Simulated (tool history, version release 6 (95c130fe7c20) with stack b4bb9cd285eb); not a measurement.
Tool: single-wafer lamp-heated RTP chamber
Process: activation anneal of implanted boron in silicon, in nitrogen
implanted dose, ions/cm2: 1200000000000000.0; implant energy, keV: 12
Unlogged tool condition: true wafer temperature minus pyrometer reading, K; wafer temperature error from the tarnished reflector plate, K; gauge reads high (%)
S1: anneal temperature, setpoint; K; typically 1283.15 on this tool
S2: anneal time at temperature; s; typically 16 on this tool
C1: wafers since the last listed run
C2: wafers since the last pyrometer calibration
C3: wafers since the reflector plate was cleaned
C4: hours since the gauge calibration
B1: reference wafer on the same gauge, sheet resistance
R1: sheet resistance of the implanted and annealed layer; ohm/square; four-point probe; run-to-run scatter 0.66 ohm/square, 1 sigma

run,hour,S1,S2,C1,C2,C3,C4,B1,R1
1,0.0,1283.15,16,0,815,4782,174.1,94.08,110.02
2,16.6,1302.15,16,334,1149,5116,190.7,93.96,106.54
3,25.7,1266.15,16,183,1333,5300,199.8,93.99,116.47
4,43.0,1266.15,16,348,1681,5648,217.1,93.84,116.94
5,94.8,1266.15,16,1043,2724,6691,268.9,94.06,117.09
6,103.1,1283.15,16,167,2891,6858,277.2,94.13,110.50
7,112.9,1283.15,16,197,3089,7056,287.0,94.18,110.58
8,124.2,1260.15,9,227,3316,7283,298.3,94.01,124.87
9,140.6,1260.15,9,330,3647,7614,314.7,93.98,125.55
# hour 157.4: reflector plate cleaned
10,157.9,1283.15,11,187,3834,10,332.0,93.80,112.09
11,158.7,1283.15,11,16,3850,27,332.8,94.03,112.58
12,175.7,1283.15,16,342,4192,369,349.8,94.16,109.13
13,190.1,1283.15,16,289,4482,659,364.2,93.91,110.39
14,203.1,1283.15,16,261,4744,921,377.2,94.02,111.19
15,212.4,1262.15,22,187,4931,1108,386.5,94.02,117.14
16,222.4,1304.15,13,201,5133,1309,396.5,94.09,105.09
17,233.2,1283.15,19,217,5350,1527,407.3,94.00,109.77
18,246.6,1283.15,12,269,5620,1797,420.7,93.85,112.51
19,262.6,1271.15,16,322,5942,2119,436.7,94.06,116.12
# hour 265.7: gauge calibrated
# hour 281.2: pyrometer window cleaned and pyrometer calibrated
20,281.7,1292.15,16,223,9,2342,16.0,94.09,108.74
21,287.5,1283.15,16,116,126,2459,21.8,94.11,111.10
22,303.7,1283.15,16,326,452,2786,38.0,93.83,110.88
23,320.0,1255.15,16,328,781,3114,54.3,94.23,124.88
24,336.8,1300.15,9,338,1119,3452,71.1,93.99,108.52
25,348.9,1283.15,13,243,1363,3696,83.2,93.81,110.81
26,356.0,1255.15,8,142,1506,3839,90.3,94.09,130.29
27,368.0,1283.15,16,241,1747,4080,102.3,93.99,110.00
28,385.1,1294.15,16,344,2092,4425,119.4,93.89,109.26
29,398.1,1261.15,16,261,2354,4687,132.4,93.96,119.33
30,409.0,1266.15,19,219,2573,4906,143.3,94.03,115.19
31,425.1,1283.15,16,324,2897,5230,159.4,93.98,110.52
32,435.1,1283.15,16,201,3099,5432,169.4,93.86,110.34
33,444.4,1306.15,24,187,3286,5619,178.7,93.89,103.31
34,451.3,1259.15,8,138,3425,5758,185.6,94.00,127.17
35,466.4,1283.15,16,304,3729,6062,200.7,93.97,111.06
36,478.8,1283.15,16,249,3979,6312,213.1,93.96,111.03

5 options for the next run, each taken on its own from the tool as it stands now. Forecast them:
A,479.2,1295.15,16,8,3987,6320,213.5,?,?
B,479.2,1270.15,8,8,3987,6320,213.5,?,?
C,479.2,1273.15,22,8,3987,6320,213.5,?,?
D,479.2,1297.15,8,8,3987,6320,213.5,?,?
E,479.2,1293.15,12,8,3987,6320,213.5,?,?

run,B1,R1
A,94.10,107.48
B,94.10,119.26
C,94.10,112.22
D,94.10,109.43
E,94.10,108.91
Without the tool's unlogged condition, the same runs would have read:
run,R1
A,107.48
B,119.26
C,112.22
D,109.43
E,108.91
